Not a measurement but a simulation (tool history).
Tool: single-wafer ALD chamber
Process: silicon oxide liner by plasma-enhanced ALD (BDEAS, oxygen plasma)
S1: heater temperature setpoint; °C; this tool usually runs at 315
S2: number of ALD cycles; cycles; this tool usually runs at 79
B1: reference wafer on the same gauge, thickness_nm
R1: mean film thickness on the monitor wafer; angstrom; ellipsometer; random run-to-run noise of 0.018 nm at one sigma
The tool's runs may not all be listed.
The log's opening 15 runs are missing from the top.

run	day	S1	S2	B1	R1
16	7.638	315	79	6.629	70.26
17	8.283	315	79	6.64	70.7
18	8.938	315	79	6.637	70.71
# day 9.55: thermocouple changed; heater temperature recalibrated
19	9.571	315	79	6.635	70.54
20	9.675	315	79	6.644	70.71
21	10.375	315	79	6.647	70.51
22	11.058	325	79	6.649	69.68
23	11.404	315	79	6.653	70.59
24	11.858	311	90	6.659	80.95
25	12.383	302	79	6.653	72.31
26	12.867	315	79	6.664	70.58
27	13.371	315	79	6.669	70.94
28	13.683	315	79	6.674	71
29	14.221	319	90	6.666	79.9
30	14.725	308	64	6.681	57.92
31	15.471	303	73	6.683	66.92
32	15.775	303	83	6.679	76.21
33	16.112	315	79	6.682	70.85
34	16.362	329	68	6.686	59.99
35	17.188	315	79	6.684	71.02
36	17.5	308	65	6.691	59.22
# day 17.867: gauge calibrated
37	18.225	315	79	6.601	69.98
38	18.529	325	74	6.599	64.92

Run 39 has not been measured yet. What should we expect?
39	19.208	309	67	?	?

B1: 6.603
R1: 60.31 angstrom
Had the tool carried no hidden state, the very same run would have given R1 60.19 angstrom.

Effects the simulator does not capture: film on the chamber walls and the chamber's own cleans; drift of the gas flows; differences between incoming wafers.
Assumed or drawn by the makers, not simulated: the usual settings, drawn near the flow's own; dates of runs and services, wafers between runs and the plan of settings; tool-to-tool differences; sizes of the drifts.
